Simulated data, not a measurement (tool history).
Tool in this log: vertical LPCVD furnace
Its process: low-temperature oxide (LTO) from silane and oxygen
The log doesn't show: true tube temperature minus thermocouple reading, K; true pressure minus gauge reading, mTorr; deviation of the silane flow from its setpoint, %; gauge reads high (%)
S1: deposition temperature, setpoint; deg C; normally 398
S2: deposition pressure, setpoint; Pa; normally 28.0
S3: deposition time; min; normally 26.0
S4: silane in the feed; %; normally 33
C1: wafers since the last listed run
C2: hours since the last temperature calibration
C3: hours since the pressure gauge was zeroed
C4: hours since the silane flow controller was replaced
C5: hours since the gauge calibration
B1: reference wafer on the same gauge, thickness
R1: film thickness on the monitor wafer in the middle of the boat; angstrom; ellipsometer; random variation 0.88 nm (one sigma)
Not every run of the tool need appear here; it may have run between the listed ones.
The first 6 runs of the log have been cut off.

run	hour	S1	S2	S3	S4	C1	C2	C3	C4	C5	B1	R1
# hour 275.5: thermocouples replaced and temperature profile calibrated
7	305.9	398	28.0	26.0	36	522	30.4	2144.4	1940.4	1456.0	202.97	2123.5
# hour 364.0: silane flow controller replaced
8	364.5	398	28.0	26.0	35	486	89.0	2203.0	0.5	1514.6	203.13	2050.7
9	403.9	398	28.0	22.5	33	553	128.4	2242.4	39.9	1554.0	203.17	1637.5
10	461.6	408	28.0	26.0	33	810	186.1	2300.1	97.6	1611.7	202.84	2098.9
11	511.5	403	32.0	26.0	27	701	236.0	2350.0	147.5	1661.6	203.18	1709.5
# hour 557.3: pressure gauge zeroed
12	573.3	398	28.0	26.0	33	531	297.8	16.0	209.3	1723.4	202.92	1895.5
13	626.2	398	22.7	17.5	33	743	350.7	68.9	262.2	1776.3	202.99	1024.0
14	690.0	398	30.7	26.0	33	896	414.5	132.7	326.0	1840.1	203.20	2068.3
# hour 716.4: gauge calibrated
# hour 742.4: thermocouples replaced and temperature profile calibrated, repeated, since the last time left the tool worse
15	742.9	398	28.0	26.0	33	406	0.5	185.6	378.9	26.5	202.72	1784.8
16	796.8	406	25.3	35.0	33	757	54.4	239.5	432.8	80.4	202.93	2367.6
17	837.6	398	28.0	26.0	33	573	95.2	280.3	473.6	121.2	203.03	1787.7
18	877.6	391	30.7	16.5	30	561	135.2	320.3	513.6	161.2	202.77	992.0
19	941.5	398	34.7	22.5	29	897	199.1	384.2	577.5	225.1	202.94	1588.4
20	1007.3	393	25.3	32.5	38	924	264.9	450.0	643.3	290.9	202.84	2292.6
21	1077.1	386	25.3	34.0	39	980	334.7	519.8	713.1	360.7	202.83	2298.3
22	1114.5	409	22.7	26.0	33	525	372.1	557.2	750.5	398.1	203.06	1643.4
23	1170.6	406	32.0	17.0	35	788	428.2	613.3	806.6	454.2	202.66	1598.5
24	1212.0	398	28.0	22.0	33	581	469.6	654.7	848.0	495.6	202.92	1516.1
25	1270.2	398	32.0	23.5	33	817	527.8	712.9	906.2	553.8	203.27	1851.5
26	1392.7	398	28.0	26.0	36	1720	650.3	835.4	1028.7	676.3	203.07	2017.3
27	1437.5	406	28.0	26.0	33	629	695.1	880.2	1073.5	721.1	203.06	1947.3
28	1484.1	398	28.0	26.0	33	654	741.7	926.8	1120.1	767.7	202.92	1792.4
29	1519.2	388	28.0	33.5	35	493	776.8	961.9	1155.2	802.8	203.00	2215.7
30	1647.9	409	28.0	16.0	33	1808	905.5	1090.6	1283.9	931.5	203.11	1258.6
31	1807.5	392	34.0	29.0	36	2242	1065.1	1250.2	1443.5	1091.1	203.17	2563.3

Each row is a separate what-if for the run after 31, all from the same tool condition, not one after another. Results?
A	1811.8	398	28.0	26.0	33	60	1069.4	1254.5	1447.8	1095.4	?	?
B	1811.8	401	28.0	35.5	30	60	1069.4	1254.5	1447.8	1095.4	?	?
C	1811.8	402	28.0	17.5	33	60	1069.4	1254.5	1447.8	1095.4	?	?
D	1811.8	408	22.0	18.0	28	60	1069.4	1254.5	1447.8	1095.4	?	?

run	B1	R1
A	203.14	1814.2
B	203.14	2240.0
C	203.14	1279.1
D	203.14	875.3
Take away the tool's hidden state, keep each run's random variation, and the runs would have read:
run	R1
A	1796.7
B	2218.1
C	1266.9
D	866.9
